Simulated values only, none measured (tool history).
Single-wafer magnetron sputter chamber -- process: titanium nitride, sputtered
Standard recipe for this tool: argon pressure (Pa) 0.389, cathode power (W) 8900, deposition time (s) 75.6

run     day  argon pressure (Pa)  cathode power (W)  deposition time (s)  wafers since the last listed run  wafers on the sputter target  hours since the last manometer calibration  hours since the magnet pack was replaced  hours since the gauge calibration  read-back reference wafer on the same gauge, thickness_nm  mean film thickness on the monitor wafer (nm)
  1   0.000                0.509               8900                 75.6                                 0                          3208                                       112.1                                    9703.0                              537.2                                                    142.948                                        115.598
      0.442  -- sputter target and shields replaced
  2   2.546                0.463               8900                 66.8                               508                           483                                       173.2                                    9764.1                              598.3                                                    143.172                                        107.135
  3   4.317                0.463               8900                 66.8                               406                           889                                       215.7                                    9806.6                              640.8                                                    143.149                                        107.926
  4   5.521                0.463               8900                 66.8                               276                          1166                                       244.6                                    9835.5                              669.7                                                    143.020                                        106.828
  5   7.925                0.389               8900                 75.6                               552                          1719                                       302.3                                    9893.2                              727.4                                                    142.960                                        123.963
  6   9.438                0.389               8900                 75.6                               347                          2066                                       338.6                                    9929.5                              763.7                                                    142.796                                        124.100
  7  11.783                0.389               8900                 75.6                               539                          2605                                       394.9                                    9985.8                              820.0                                                    142.821                                        122.288
  8  13.754                0.389               8900                 75.6                               452                          3058                                       442.2                                   10033.1                              867.3                                                    143.013                                        122.756
  9  14.946                0.456               8900                 75.6                               273                          3332                                       470.8                                   10061.7                              895.9                                                    143.071                                        119.550
     15.354  -- sputter target and shields replaced
 10  16.554                0.456               8900                 75.6                               292                           275                                       509.4                                   10100.3                              934.5                                                    143.116                                        123.082
 11  19.371                0.389               8900                 75.6                               647                           922                                       577.0                                   10167.9                             1002.1                                                    142.951                                        125.385
 12  20.942                0.389               8900                 75.6                               360                          1283                                       614.7                                   10205.6                             1039.8                                                    143.007                                        124.997
 13  22.479                0.389               8900                 75.6                               353                          1637                                       651.6                                   10242.5                             1076.7                                                    142.986                                        125.250
 14  23.583                0.389              10400                 75.6                               253                          1890                                       678.1                                   10269.0                             1103.2                                                    142.950                                        138.705
     24.012  -- magnet pack replaced
 15  26.262                0.389              10400                 75.6                               539                          2429                                       742.4                                      54.0                             1167.5                                                    142.910                                        138.372
 16  28.962                0.389               8900                 72.0                               620                          3050                                       807.2                                     118.8                             1232.3                                                    142.946                                        116.900
 17  31.733                0.389               8900                 84.0                               636                          3686                                       873.7                                     185.3                             1298.8                                                    142.987                                        135.729
     33.233  -- sputter target and shields replaced
 18  33.725                0.389               8900                 75.6                               381                           112                                       921.5                                     233.1                             1346.6                                                    142.936                                        127.090
 19  35.988                0.538               8900                 75.6                               519                           632                                       975.8                                     287.4                             1400.9                                                    143.065                                        120.438
     37.621  -- gauge calibrated
 20  37.983                0.301               8350                 61.5                               458                          1091                                      1023.7                                     335.3                                8.7                                                    143.104                                        101.035
 21  40.208                0.298               9650                 88.3                               511                          1602                                      1077.1                                     388.7                               62.1                                                    143.021                                        159.582
 22  41.667                0.389              10400                 75.6                               335                          1937                                      1112.1                                     423.7                               97.1                                                    142.926                                        138.258
 23  42.812                0.389               7050                 80.0                               263                          2201                                      1139.6                                     451.2                              124.6                                                    143.101                                        113.054
 24  45.446                0.509               8900                 75.6                               605                          2806                                      1202.8                                     514.4                              187.8                                                    143.217                                        118.133
 25  47.167                0.479               8900                 61.1                               395                          3201                                      1244.1                                     555.7                              229.1                                                    142.994                                         96.256
 26  48.233                0.389              10450                 82.5                               245                          3446                                      1269.7                                     581.3                              254.7                                                    142.993                                        149.900
     51.358  -- sputter target and shields replaced
 27  54.662                0.389               8000                 80.7                              1400                           758                                      1424.0                                     735.6                              409.0                                                    142.869                                        125.444
 28  56.754                0.463               8900                 66.8                               480                          1239                                      1474.2                                     785.8                              459.2                                                    143.044                                        109.012
     58.554  -- capacitance manometer re-zeroed and calibrated
 29  58.575                0.512               6700                 79.8                               341                          1581                                         0.5                                     829.5                              502.9                                                    143.097                                        102.369
 30  60.992                0.389               8900                 75.6                               555                          2136                                        58.5                                     887.5                              560.9                                                    143.104                                        122.051
 31  65.496                0.433               8900                 75.6                              1035                          3171                                       166.6                                     995.6                              669.0                                                    142.865                                        118.220
 32  66.912                0.389              11100                 75.6                               325                          3497                                       200.6                                    1029.6                              703.0                                                    143.010                                        140.519
     68.546  -- sputter target and shields replaced
 33  69.804                0.389               8900                 84.0                               587                           289                                       270.0                                    1099.0                              772.4                                                    142.975                                        138.905
 34  76.317                0.389               8900                 90.1                              1496                          1785                                       426.3                                    1255.3                              928.7                                                    142.978                                        147.383

Each row is a separate what-if for the run after 34, all from the same tool condition, not one after another. Results?
  A  76.333                0.312               8900                 75.6                                 3                          1789                                       426.7                                    1255.7                              929.1                                                          ?                                              ?
  B  76.333                0.482               8900                 82.6                                 3                          1789                                       426.7                                    1255.7                              929.1                                                          ?                                              ?
  C  76.333                0.389               6700                 65.7                                 3                          1789                                       426.7                                    1255.7                              929.1                                                          ?                                              ?
  D  76.333                0.469               7100                 84.8                                 3                          1789                                       426.7                                    1255.7                              929.1                                                          ?                                              ?

run  read-back reference wafer on the same gauge, thickness_nm  mean film thickness on the monitor wafer (nm)
  A                                                    143.085                                        127.036
  B                                                    143.085                                        130.341
  C                                                    143.085                                         89.197
  D                                                    143.085                                        115.906
Stripped of hidden state, with their random variation kept, the same runs would have yielded:
run  mean film thickness on the monitor wafer (nm)
  A                                        129.795
  B                                        132.958
  C                                         91.067
  D                                        118.248

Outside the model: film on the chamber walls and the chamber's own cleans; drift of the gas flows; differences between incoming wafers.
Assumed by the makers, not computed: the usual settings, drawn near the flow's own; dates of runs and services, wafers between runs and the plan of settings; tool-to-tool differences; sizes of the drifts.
